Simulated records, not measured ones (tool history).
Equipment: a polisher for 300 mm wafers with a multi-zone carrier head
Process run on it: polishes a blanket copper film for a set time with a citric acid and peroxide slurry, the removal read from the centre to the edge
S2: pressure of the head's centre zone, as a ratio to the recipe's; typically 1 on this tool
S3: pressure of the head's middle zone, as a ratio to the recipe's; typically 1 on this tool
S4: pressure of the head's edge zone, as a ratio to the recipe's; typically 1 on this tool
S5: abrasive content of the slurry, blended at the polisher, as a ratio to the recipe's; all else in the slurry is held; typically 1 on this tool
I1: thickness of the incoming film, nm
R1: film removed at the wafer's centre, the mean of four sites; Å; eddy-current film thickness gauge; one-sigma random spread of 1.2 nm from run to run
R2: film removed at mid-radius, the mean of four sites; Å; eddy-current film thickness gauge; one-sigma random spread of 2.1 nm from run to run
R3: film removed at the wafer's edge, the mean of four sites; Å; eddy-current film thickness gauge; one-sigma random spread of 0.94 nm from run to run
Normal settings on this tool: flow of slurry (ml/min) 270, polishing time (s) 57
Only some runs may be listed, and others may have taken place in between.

{"run": 1, "hour": 0.0, "flow of slurry (ml/min)": 270, "S2": 1, "S3": 1, "S4": 1, "S5": 1, "polishing time (s)": 57, "I1": 1213.1, "R1": 1358, "R2": 1345, "R3": 1389}
{"run": 2, "hour": 30.3, "flow of slurry (ml/min)": 270, "S2": 1, "S3": 1, "S4": 1, "S5": 1, "polishing time (s)": 57, "I1": 1183.3, "R1": 1368, "R2": 1365, "R3": 1379}
{"run": 3, "hour": 100.8, "flow of slurry (ml/min)": 270, "S2": 1, "S3": 1, "S4": 1, "S5": 1, "polishing time (s)": 57, "I1": 1184.6, "R1": 1361, "R2": 1354, "R3": 1379}
{"run": 4, "hour": 168.1, "flow of slurry (ml/min)": 270, "S2": 1, "S3": 1, "S4": 1, "S5": 1, "polishing time (s)": 57, "I1": 1210.8, "R1": 1328, "R2": 1384, "R3": 1357}
{"hour": 177.8, "done": "worn pad replaced by a new one"}
{"hour": 213.0, "done": "carrier head's membrane replaced by a new one, of another model than before"}
{"run": 5, "hour": 214.0, "flow of slurry (ml/min)": 270, "S2": 1, "S3": 1, "S4": 1, "S5": 1, "polishing time (s)": 57, "I1": 1173.4, "R1": 1336, "R2": 1335, "R3": 1354}
{"run": 6, "hour": 245.0, "flow of slurry (ml/min)": 270, "S2": 1, "S3": 0.91, "S4": 1, "S5": 1, "polishing time (s)": 57, "I1": 1188.1, "R1": 1312, "R2": 1181, "R3": 1359}
{"hour": 272.8, "done": "edge zone pressure recalibrated"}
{"run": 7, "hour": 300.8, "flow of slurry (ml/min)": 270, "S2": 1, "S3": 0.91, "S4": 1, "S5": 1, "polishing time (s)": 57, "I1": 1207.2, "R1": 1320, "R2": 1166, "R3": 1339}
{"hour": 348.4, "done": "slurry nozzle cleaned"}
{"hour": 373.5, "done": "centre zone pressure recalibrated"}
{"run": 8, "hour": 374.0, "flow of slurry (ml/min)": 270, "S2": 1, "S3": 1, "S4": 1.12, "S5": 1, "polishing time (s)": 57, "I1": 1201.6, "R1": 1374, "R2": 1409, "R3": 1445}
{"run": 9, "hour": 435.1, "flow of slurry (ml/min)": 270, "S2": 1, "S3": 1, "S4": 0.95, "S5": 1, "polishing time (s)": 44, "I1": 1190.2, "R1": 1061, "R2": 1050, "R3": 1044}
{"hour": 441.6, "done": "worn pad replaced by a new one"}
{"run": 10, "hour": 506.3, "flow of slurry (ml/min)": 340, "S2": 1, "S3": 1.04, "S4": 1.07, "S5": 0.85, "polishing time (s)": 57, "I1": 1184.1, "R1": 1341, "R2": 1465, "R3": 1405}
{"run": 11, "hour": 545.5, "flow of slurry (ml/min)": 270, "S2": 1, "S3": 1, "S4": 1, "S5": 1, "polishing time (s)": 57, "I1": 1189.7, "R1": 1361, "R2": 1359, "R3": 1377}
{"run": 12, "hour": 594.4, "flow of slurry (ml/min)": 270, "S2": 1, "S3": 1, "S4": 1, "S5": 1.15, "polishing time (s)": 57, "I1": 1179.8, "R1": 1393, "R2": 1396, "R3": 1415}
{"run": 13, "hour": 621.8, "flow of slurry (ml/min)": 330, "S2": 1.05, "S3": 0.89, "S4": 1, "S5": 1, "polishing time (s)": 57, "I1": 1201.7, "R1": 1399, "R2": 1181, "R3": 1400}
{"run": 14, "hour": 676.1, "flow of slurry (ml/min)": 270, "S2": 1.05, "S3": 1, "S4": 0.9, "S5": 1, "polishing time (s)": 57, "I1": 1192.6, "R1": 1366, "R2": 1397, "R3": 1341}
{"hour": 688.4, "done": "worn pad replaced by a new one"}
{"run": 15, "hour": 704.2, "flow of slurry (ml/min)": 270, "S2": 1, "S3": 0.91, "S4": 1, "S5": 1, "polishing time (s)": 57, "I1": 1194.7, "R1": 1344, "R2": 1203, "R3": 1392}
{"hour": 721.0, "done": "edge zone pressure recalibrated"}
{"run": 16, "hour": 758.7, "flow of slurry (ml/min)": 350, "S2": 1.11, "S3": 0.94, "S4": 0.89, "S5": 1, "polishing time (s)": 57, "I1": 1215.8, "R1": 1463, "R2": 1309, "R3": 1341}
{"run": 17, "hour": 825.5, "flow of slurry (ml/min)": 270, "S2": 1.05, "S3": 1, "S4": 1, "S5": 0.85, "polishing time (s)": 57, "I1": 1214.4, "R1": 1331, "R2": 1306, "R3": 1314}
{"hour": 840.2, "done": "slurry nozzle cleaned"}
{"run": 18, "hour": 886.3, "flow of slurry (ml/min)": 270, "S2": 1, "S3": 1, "S4": 1, "S5": 1, "polishing time (s)": 41, "I1": 1174.3, "R1": 993, "R2": 1002, "R3": 1000}
{"run": 19, "hour": 928.6, "flow of slurry (ml/min)": 270, "S2": 1, "S3": 1, "S4": 1, "S5": 1, "polishing time (s)": 57, "I1": 1205, "R1": 1367, "R2": 1380, "R3": 1393}
{"hour": 936.0, "done": "worn pad replaced by a new one"}
{"run": 20, "hour": 966.2, "flow of slurry (ml/min)": 270, "S2": 1, "S3": 1.09, "S4": 1, "S5": 1.3, "polishing time (s)": 57, "I1": 1210.5, "R1": 1410, "R2": 1609, "R3": 1436}

Branching from run 20: 5 alternative next runs. What would each branch give?
{"run": "A", "hour": 966.6, "flow of slurry (ml/min)": 320, "S2": 1, "S3": 1, "S4": 1, "S5": 1, "polishing time (s)": 57, "I1": 1198.9, "R1": "?", "R2": "?", "R3": "?"}
{"run": "B", "hour": 966.6, "flow of slurry (ml/min)": 270, "S2": 1.08, "S3": 1, "S4": 1, "S5": 1, "polishing time (s)": 57, "I1": 1198.9, "R1": "?", "R2": "?", "R3": "?"}
{"run": "C", "hour": 966.6, "flow of slurry (ml/min)": 270, "S2": 1, "S3": 1.04, "S4": 1, "S5": 1, "polishing time (s)": 67, "I1": 1198.9, "R1": "?", "R2": "?", "R3": "?"}
{"run": "D", "hour": 966.6, "flow of slurry (ml/min)": 270, "S2": 0.96, "S3": 1, "S4": 0.89, "S5": 0.9, "polishing time (s)": 57, "I1": 1198.9, "R1": "?", "R2": "?", "R3": "?"}
{"run": "E", "hour": 966.6, "flow of slurry (ml/min)": 320, "S2": 1, "S3": 0.95, "S4": 1, "S5": 1.1, "polishing time (s)": 57, "I1": 1198.9, "R1": "?", "R2": "?", "R3": "?"}

run=A R1=1414 R2=1428 R3=1400
run=B R1=1467 R2=1406 R3=1384
run=C R1=1635 R2=1736 R3=1626
run=D R1=1334 R2=1387 R3=1321
run=E R1=1432 R2=1356 R3=1420
Stripped of hidden state, with their random variation kept, the same runs would have yielded:
run=A R1=1423 R2=1436 R3=1406
run=B R1=1477 R2=1415 R3=1391
run=C R1=1647 R2=1748 R3=1634
run=D R1=1343 R2=1396 R3=1327
run=E R1=1441 R2=1363 R3=1426
